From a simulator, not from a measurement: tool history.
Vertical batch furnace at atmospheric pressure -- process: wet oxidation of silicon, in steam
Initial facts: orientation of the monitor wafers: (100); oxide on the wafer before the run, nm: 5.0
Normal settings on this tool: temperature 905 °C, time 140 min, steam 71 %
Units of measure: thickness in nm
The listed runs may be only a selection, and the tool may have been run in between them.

| run | day | temperature | time | steam | wafers since the last listed run | hours since the last temperature calibration | hours since the steam generator was serviced | hours since the gauge calibration | read-back reference wafer on the same gauge, thickness | thickness |
|---|---|---|---|---|---|---|---|---|---|---|
| 1 | 0 | 905 | 140 | 71 | 0 | 2034.1 | 1613.2 | 245.8 | 331.09 | 286.39 |
| 2 | 1.054 | 905 | 140 | 71 | 152 | 2059.4 | 1638.5 | 271.1 | 330.96 | 288.09 |
|  | 1.442 | gauge calibrated |
| 3 | 1.6 | 918 | 140 | 71 | 78 | 2072.5 | 1651.6 | 3.8 | 331.26 | 329.47 |
| 4 | 2.058 | 918 | 140 | 71 | 66 | 2083.5 | 1662.6 | 14.8 | 330.9 | 330.57 |
| 5 | 2.879 | 905 | 140 | 71 | 118 | 2103.2 | 1682.3 | 34.5 | 330.9 | 286.58 |
| 6 | 3.904 | 886 | 140 | 78 | 148 | 2127.8 | 1706.9 | 59.1 | 330.83 | 245.1 |
| 7 | 4.762 | 886 | 140 | 78 | 124 | 2148.4 | 1727.5 | 79.7 | 330.73 | 244.24 |
| 8 | 5.542 | 886 | 140 | 78 | 112 | 2167.1 | 1746.2 | 98.4 | 331.3 | 245.17 |
| 9 | 6.383 | 905 | 140 | 71 | 121 | 2187.3 | 1766.4 | 118.6 | 330.79 | 288.93 |
| 10 | 7.388 | 905 | 140 | 71 | 145 | 2211.4 | 1790.5 | 142.7 | 331.55 | 288.17 |
| 11 | 8.392 | 905 | 140 | 71 | 145 | 2235.5 | 1814.6 | 166.8 | 330.76 | 288.74 |

What will run 12 give?
| 12 | 9.025 | 905 | 140 | 71 | 91 | 2250.7 | 1829.8 | 182 | ? | ? |

Run 12 produced read-back reference wafer on the same gauge, thickness 331.17, thickness 288.86 nm.
The same run, on a tool lacking any hidden state, would have yielded thickness 277.91 nm.
